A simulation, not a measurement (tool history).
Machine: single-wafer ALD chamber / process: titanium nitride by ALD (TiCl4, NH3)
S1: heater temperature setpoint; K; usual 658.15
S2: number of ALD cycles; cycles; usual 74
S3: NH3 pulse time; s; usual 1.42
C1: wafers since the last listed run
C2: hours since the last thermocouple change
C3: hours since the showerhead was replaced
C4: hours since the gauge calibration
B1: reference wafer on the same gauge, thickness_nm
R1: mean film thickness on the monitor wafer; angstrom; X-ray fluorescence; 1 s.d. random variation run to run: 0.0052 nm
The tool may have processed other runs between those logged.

Run 1, hour 0.0: usual settings; C1 0; C2 1425.8; C3 5557.8; C4 984.6; B1 1.421. Result: R1 16.45 angstrom.
Run 2, hour 84.4: usual settings; C1 358; C2 1510.2; C3 5642.2; C4 1069.0; B1 1.420. Result: R1 16.33 angstrom.
Run 3, hour 139.4: usual settings; C1 233; C2 1565.2; C3 5697.2; C4 1124.0; B1 1.420. Result: R1 16.52 angstrom.
Run 4, hour 227.2: usual settings but S1 668.15 K; C1 372; C2 1653.0; C3 5785.0; C4 1211.8; B1 1.419. Result: R1 16.55 angstrom.
Run 5, hour 332.6: usual settings but S1 668.15 K; C1 447; C2 1758.4; C3 5890.4; C4 1317.2; B1 1.421. Result: R1 16.58 angstrom.
Run 6, hour 390.4: usual settings but S2 77 cycles; C1 245; C2 1816.2; C3 5948.2; C4 1375.0; B1 1.420. Result: R1 17.09 angstrom.
Run 7, hour 486.5: usual settings but S2 77 cycles; C1 408; C2 1912.3; C3 6044.3; C4 1471.1; B1 1.419. Result: R1 17.05 angstrom.
Run 8, hour 554.7: usual settings but S2 69 cycles; C1 289; C2 1980.5; C3 6112.5; C4 1539.3; B1 1.421. Result: R1 15.27 angstrom.
Run 9, hour 659.7: usual settings but S3 1.01 s; C1 445; C2 2085.5; C3 6217.5; C4 1644.3; B1 1.420. Result: R1 15.90 angstrom.
Run 10, hour 751.4: usual settings but S3 1.01 s; C1 389; C2 2177.2; C3 6309.2; C4 1736.0; B1 1.420. Result: R1 16.01 angstrom.
At hour 795.6: showerhead replaced.
Run 11, hour 822.6: usual settings but S3 1.74 s; C1 268; C2 2248.4; C3 27.0; C4 1807.2; B1 1.421. Result: R1 16.64 angstrom.
Run 12, hour 887.5: usual settings but S3 1.74 s; C1 275; C2 2313.3; C3 91.9; C4 1872.1; B1 1.420. Result: R1 16.74 angstrom.
Run 13, hour 972.9: usual settings but S3 1.74 s; C1 362; C2 2398.7; C3 177.3; C4 1957.5; B1 1.421. Result: R1 16.67 angstrom.
Run 14, hour 1069.9: usual settings; C1 411; C2 2495.7; C3 274.3; C4 2054.5; B1 1.420. Result: R1 16.42 angstrom.
Run 15, hour 1132.4: usual settings but S2 63 cycles, S3 1.27 s; C1 265; C2 2558.2; C3 336.8; C4 2117.0; B1 1.420. Result: R1 13.91 angstrom.
At hour 1166.9: gauge calibrated.
Run 16, hour 1214.5: usual settings but S1 663.15 K, S2 67 cycles, S3 1.99 s; C1 348; C2 2640.3; C3 418.9; C4 47.6; B1 1.421. Result: R1 15.17 angstrom.
Run 17, hour 1275.4: usual settings but S1 644.15 K, S2 87 cycles, S3 1.91 s; C1 258; C2 2701.2; C3 479.8; C4 108.5; B1 1.419. Result: R1 19.46 angstrom.
At hour 1304.3: thermocouple changed; heater temperature recalibrated.
Run 18, hour 1377.0: usual settings but S1 667.15 K, S2 82 cycles, S3 1.09 s; C1 397; C2 72.7; C3 581.4; C4 210.1; B1 1.420. Result: R1 18.14 angstrom.
Run 19, hour 1459.8: usual settings but S2 80 cycles; C1 351; C2 155.5; C3 664.2; C4 292.9; B1 1.420. Result: R1 17.82 angstrom.
Run 20, hour 1559.1: usual settings but S1 647.15 K, S2 68 cycles, S3 1.23 s; C1 421; C2 254.8; C3 763.5; C4 392.2; B1 1.420. Result: R1 14.70 angstrom.
Run 21, hour 1603.3: usual settings but S1 648.15 K, S2 85 cycles, S3 0.92 s; C1 187; C2 299.0; C3 807.7; C4 436.4; B1 1.421. Result: R1 17.86 angstrom.
Run 22, hour 1675.6: usual settings; C1 306; C2 371.3; C3 880.0; C4 508.7; B1 1.420. Result: R1 16.33 angstrom.
Run 23, hour 1775.2: usual settings but S1 668.15 K; C1 422; C2 470.9; C3 979.6; C4 608.3; B1 1.421. Result: R1 16.71 angstrom.
Run 24, hour 1880.0: usual settings but S2 79 cycles; C1 444; C2 575.7; C3 1084.4; C4 713.1; B1 1.420. Result: R1 17.51 angstrom.

Run 25 has not been measured yet. What should we expect?
Run 25, hour 1934.3: usual settings but S1 671.15 K; C1 230; C2 630.0; C3 1138.7; C4 767.4; B1 ?. Result: R1 ?.

B1: 1.420
R1: 16.61 angstrom
The same run, on a tool lacking any hidden state, would have yielded R1 16.61 angstrom.
